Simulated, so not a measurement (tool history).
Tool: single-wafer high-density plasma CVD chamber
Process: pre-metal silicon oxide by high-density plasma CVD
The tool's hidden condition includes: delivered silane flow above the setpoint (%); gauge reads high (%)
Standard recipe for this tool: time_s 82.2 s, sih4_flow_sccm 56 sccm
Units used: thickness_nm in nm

| run | hour | time_s | sih4_flow_sccm | wafers since the last listed run | hours since the silane flow controller was replaced | hours since the gauge calibration | read-back reference wafer on the same gauge, thickness_nm | thickness_nm |
|---|---|---|---|---|---|---|---|---|
| 1 | 0 | 88.9 | 56 | 0 | 2976.9 | 1090.3 | 369.974 | 466.392 |
| 2 | 105.9 | 88.9 | 56 | 1788 | 3082.8 | 1196.2 | 370.335 | 463.597 |
| 3 | 345 | 69.9 | 51 | 4037 | 3321.9 | 1435.3 | 370.051 | 333.529 |
| 4 | 434.2 | 82.2 | 56 | 1506 | 3411.1 | 1524.5 | 369.473 | 431.051 |
| 5 | 511.9 | 82.2 | 56 | 1312 | 3488.8 | 1602.2 | 370.189 | 432.577 |
| 6 | 570.3 | 82.2 | 56 | 986 | 3547.2 | 1660.6 | 369.892 | 428.676 |
|  | 645.2 | silane flow controller replaced |
| 7 | 645.7 | 75.9 | 56 | 1138 | 0.5 | 1736 | 369.781 | 399.491 |
| 8 | 730.6 | 75.9 | 56 | 1433 | 85.4 | 1820.9 | 369.902 | 395.716 |
| 9 | 770.3 | 75.9 | 56 | 670 | 125.1 | 1860.6 | 369.274 | 395.865 |
| 10 | 875.5 | 82.2 | 56 | 1776 | 230.3 | 1965.8 | 369.013 | 428.58 |
| 11 | 980.5 | 82.2 | 56 | 1773 | 335.3 | 2070.8 | 369.56 | 430.266 |
|  | 1025.3 | gauge calibrated |
| 12 | 1044.8 | 82.2 | 56 | 1085 | 399.6 | 19.5 | 370.003 | 427.27 |
| 13 | 1130.3 | 82.2 | 56 | 1443 | 485.1 | 105 | 369.678 | 428.49 |
| 14 | 1196.4 | 89.1 | 45 | 1116 | 551.2 | 171.1 | 369.985 | 380.414 |
| 15 | 1236.8 | 70.7 | 65 | 682 | 591.6 | 211.5 | 370.227 | 424.696 |
| 16 | 1284.1 | 82.2 | 56 | 798 | 638.9 | 258.8 | 369.638 | 433.215 |
| 17 | 1378.9 | 75.9 | 56 | 1600 | 733.7 | 353.6 | 369.939 | 396.377 |
| 18 | 1468.8 | 82.2 | 47 | 1518 | 823.6 | 443.5 | 370.202 | 363.34 |
| 19 | 1647.5 | 82.2 | 66 | 3017 | 1002.3 | 622.2 | 370.358 | 503.594 |
| 20 | 1732.6 | 75.9 | 56 | 1436 | 1087.4 | 707.3 | 369.372 | 398.247 |
| 21 | 1772.8 | 66.2 | 61 | 678 | 1127.6 | 747.5 | 369.953 | 377.892 |
| 22 | 1847.2 | 82.2 | 52 | 1256 | 1202 | 821.9 | 370.809 | 400.142 |
| 23 | 1891.1 | 67 | 49 | 741 | 1245.9 | 865.8 | 369.594 | 310.151 |
| 24 | 1939.7 | 75.5 | 62 | 820 | 1294.5 | 914.4 | 369.874 | 434.712 |
| 25 | 2027.8 | 77.8 | 67 | 1487 | 1382.6 | 1002.5 | 370.872 | 482.846 |
| 26 | 2128.1 | 82.2 | 56 | 1693 | 1482.9 | 1102.8 | 370.524 | 426.028 |

Predict each of these 5 candidate next runs independently; none follows another, all start after run 26:
| A | 2128.5 | 82.2 | 56 | 6 | 1483.3 | 1103.2 | ? | ? |
| B | 2128.5 | 82.2 | 48 | 6 | 1483.3 | 1103.2 | ? | ? |
| C | 2128.5 | 97.9 | 56 | 6 | 1483.3 | 1103.2 | ? | ? |
| D | 2128.5 | 72.9 | 56 | 6 | 1483.3 | 1103.2 | ? | ? |
| E | 2128.5 | 90.9 | 56 | 6 | 1483.3 | 1103.2 | ? | ? |

| run | read-back reference wafer on the same gauge, thickness_nm | thickness_nm |
|---|---|---|
| A | 370.634 | 430.916 |
| B | 370.634 | 373.127 |
| C | 370.634 | 513.22 |
| D | 370.634 | 382.163 |
| E | 370.634 | 476.524 |
With the hidden condition removed and each run's random variation left untouched, the same runs would have given:
| run | thickness_nm |
|---|---|
| A | 430.916 |
| B | 373.127 |
| C | 513.22 |
| D | 382.163 |
| E | 476.524 |
